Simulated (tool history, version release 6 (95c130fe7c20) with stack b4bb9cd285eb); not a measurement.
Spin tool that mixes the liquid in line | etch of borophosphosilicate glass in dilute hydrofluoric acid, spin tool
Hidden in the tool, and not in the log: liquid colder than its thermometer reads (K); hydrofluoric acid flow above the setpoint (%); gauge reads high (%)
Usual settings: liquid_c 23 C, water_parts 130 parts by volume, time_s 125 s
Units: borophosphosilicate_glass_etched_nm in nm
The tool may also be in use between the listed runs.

run,day,liquid_c,water_parts,time_s,wafers since the last listed run,hours since the thermometer was replaced,hours since the hydrofluoric acid flow meter was replaced,hours since the gauge calibration,"read-back film thickness of the borophosphosilicate glass reference wafer, read on the same gauge (nm)",borophosphosilicate_glass_etched_nm
1,0,23,130,125,0,1914.2,1475.5,1017.8,110.01,39.26
2,1.146,23,130,125,136,1941.7,1503,1045.3,110.01,39.2
3,2.175,23,130,125,122,1966.4,1527.7,1070,110,38.91
4,3.617,23,130,125,172,2001,1562.3,1104.6,109.99,38.72
# day 3.658: gauge calibrated
5,4.338,23,130,125,86,2018.3,1579.6,16.3,110,39.29
6,5.354,21,130,125,121,2042.7,1604,40.7,110.01,36.42
# day 5.954: thermometer replaced
7,6.362,21,130,125,115,9.8,1628.2,64.9,110.01,39.05
8,7.588,23,130,125,146,39.2,1657.6,94.3,110.01,42.51
9,8.9,27.5,130,95,156,70.7,1689.1,125.8,109.99,37.72
10,9.704,23,130,125,95,90,1708.4,145.1,109.98,42.06
11,10.888,21.5,115,125,141,118.4,1736.8,173.5,110,44.69
12,12.342,23,130,125,173,153.3,1771.7,208.4,110.01,42.18
13,13.554,23,130,125,144,182.4,1800.8,237.5,110,42.14
14,14.283,26,195,95,86,199.9,1818.3,255,110.01,21.86
15,15.733,23,90,125,173,234.7,1853.1,289.8,110.01,64.82
16,16.5,23,130,125,91,253.1,1871.5,308.2,110.01,41.13
17,17.221,23,110,105,86,270.4,1888.8,325.5,109.99,41.99
# day 17.912: hydrofluoric acid flow meter replaced
18,18.554,21.5,130,125,154,302.4,15.4,357.5,110,39.05
19,19.758,23,180,125,143,331.3,44.3,386.4,110.02,28.32
20,20.692,25,130,125,111,353.7,66.7,408.8,110,45.4
21,21.517,23,130,125,98,373.5,86.5,428.6,110,41.96
22,22.879,18.5,130,125,162,406.2,119.2,461.3,110,34.72
23,24.133,19.5,130,145,149,436.3,149.3,491.4,109.97,42.32
24,25.042,25.5,185,170,108,458.1,171.1,513.2,110,41.42
25,26.525,23,130,125,176,493.7,206.7,548.8,109.98,41.54
26,27.2,18.5,160,185,80,509.9,222.9,565,110.01,40.17
27,28.133,23,130,125,111,532.3,245.3,587.4,110.01,41.07
28,29.096,20,130,55,114,555.4,268.4,610.5,110.01,16.27
29,29.942,25,130,125,100,575.7,288.7,630.8,110.02,44.76
30,30.938,20,130,55,118,599.6,312.6,654.7,110,16.17
31,32.117,23,130,50,140,627.9,340.9,683,110,16.36
32,32.892,21.5,95,125,92,646.5,359.5,701.6,109.99,55.03

What the log doesn't show, run by run:
hydrofluoric acid flow above the setpoint (%): 0 in every run
gauge reads high (%): 0 in every run
H1: liquid colder than its thermometer reads (K)
run,H1
1,2.12
2,2.15
3,2.18
4,2.22
5,2.23
6,2.26
7,0.14
8,0.172
9,0.205
10,0.226
11,0.256
12,0.293
13,0.324
14,0.343
15,0.38
16,0.399
17,0.418
18,0.452
19,0.482
20,0.506
21,0.527
22,0.562
23,0.594
24,0.617
25,0.655
26,0.673
27,0.696
28,0.721
29,0.743
30,0.768
31,0.798
32,0.818

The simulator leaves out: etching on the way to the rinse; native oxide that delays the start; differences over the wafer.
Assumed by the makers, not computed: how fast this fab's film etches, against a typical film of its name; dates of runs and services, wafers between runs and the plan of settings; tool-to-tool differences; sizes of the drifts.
